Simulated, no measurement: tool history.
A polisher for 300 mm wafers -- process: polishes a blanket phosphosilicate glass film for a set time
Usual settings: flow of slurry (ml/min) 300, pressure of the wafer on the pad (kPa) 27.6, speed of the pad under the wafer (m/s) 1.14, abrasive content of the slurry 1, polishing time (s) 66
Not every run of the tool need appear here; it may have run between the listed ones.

| run | hour | flow of slurry (ml/min) | pressure of the wafer on the pad (kPa) | speed of the pad under the wafer (m/s) | abrasive content of the slurry | polishing time (s) | incoming thickness of the incoming film, nm | film removed (angstrom) |
|---|---|---|---|---|---|---|---|---|
| 1 | 0 | 300 | 27.6 | 1.14 | 1 | 48 | 2945.6 | 5045 |
| 2 | 20.8 | 300 | 27.6 | 1.14 | 1 | 55 | 2969.8 | 5594 |
| 3 | 43.5 | 300 | 27.6 | 1.14 | 1 | 55 | 2947.1 | 5370 |
|  | 50.7 | worn pad replaced by a new one |
| 4 | 93.6 | 300 | 27.6 | 1.14 | 1 | 55 | 2995.8 | 5866 |
| 5 | 108.5 | 300 | 27.6 | 1.14 | 1 | 66 | 2953.9 | 7115 |
| 6 | 129 | 300 | 27.6 | 1.14 | 1 | 66 | 2967.1 | 6973 |
| 7 | 151.5 | 300 | 27.6 | 1.14 | 1 | 66 | 2994 | 6853 |
|  | 172.2 | worn pad replaced by a new one |
|  | 177.2 | slurry nozzle cleaned |
| 8 | 183.3 | 225 | 27.6 | 1.14 | 1 | 60 | 2961.1 | 6210 |
| 9 | 198.8 | 225 | 27.6 | 1.14 | 1 | 60 | 2919.9 | 6341 |
| 10 | 227.7 | 225 | 27.6 | 1.14 | 1 | 60 | 3028.1 | 6222 |
| 11 | 246.2 | 300 | 22.8 | 1.14 | 1 | 66 | 2980.7 | 5739 |
| 12 | 277.2 | 300 | 27.6 | 1.14 | 1 | 66 | 2928.7 | 6646 |
|  | 287.4 | worn pad replaced by a new one |
| 13 | 298.4 | 300 | 27.6 | 1.14 | 1 | 66 | 2919.3 | 7192 |
| 14 | 311.1 | 300 | 32.4 | 1.48 | 0.8 | 75 | 2951.6 | 9574 |
|  | 321.5 | head pressure recalibrated |
| 15 | 326.1 | 300 | 27.6 | 1.14 | 1 | 66 | 2932 | 7130 |
|  | 333.1 | slurry blender recalibrated |
| 16 | 345.9 | 300 | 27.6 | 1.14 | 0.85 | 80 | 2977.9 | 7302 |
| 17 | 361.4 | 330 | 27.6 | 1.14 | 1.1 | 89 | 2972.3 | 10222 |
| 18 | 394.7 | 300 | 27.6 | 1.14 | 1 | 66 | 2942.3 | 6669 |
| 19 | 406.9 | 300 | 27.6 | 1.14 | 1 | 66 | 2969 | 6626 |
|  | 410 | conditioning disc replaced and pad reconditioned |
| 20 | 427.2 | 300 | 27.6 | 1.14 | 1 | 66 | 3001.8 | 6344 |
|  | 431.4 | worn pad replaced by a new one |
| 21 | 462.2 | 400 | 27.6 | 1.4 | 1.25 | 80 | 2964.5 | 11979 |
| 22 | 489.7 | 250 | 27.6 | 0.92 | 1 | 80 | 2963.2 | 7253 |
| 23 | 525.3 | 300 | 31 | 1.38 | 1 | 66 | 2973.1 | 9109 |
| 24 | 538.4 | 300 | 27.6 | 0.98 | 1 | 66 | 2924.4 | 6018 |
|  | 574.4 | worn pad replaced by a new one |
| 25 | 574.9 | 360 | 27.6 | 1.14 | 1 | 66 | 2936.8 | 7345 |
| 26 | 592.2 | 300 | 36.5 | 1.14 | 1 | 66 | 2975.4 | 9870 |
| 27 | 622.8 | 300 | 27.6 | 1.14 | 1 | 66 | 2976.1 | 7045 |

Here are 3 independent what-if runs from the current tool condition. What would each one return?
| A | 623.2 | 300 | 27.6 | 1.14 | 1 | 66 | 3004.5 | ? |
| B | 623.2 | 300 | 27.6 | 1.14 | 1 | 85 | 3004.5 | ? |
| C | 623.2 | 370 | 20.7 | 1.14 | 1 | 66 | 3004.5 | ? |

| run | film removed (angstrom) |
|---|---|
| A | 7127 |
| B | 9179 |
| C | 5444 |
Stripped of hidden state, with their random variation kept, the same runs would have yielded:
| run | film removed (angstrom) |
|---|---|
| A | 7246 |
| B | 9332 |
| C | 5535 |
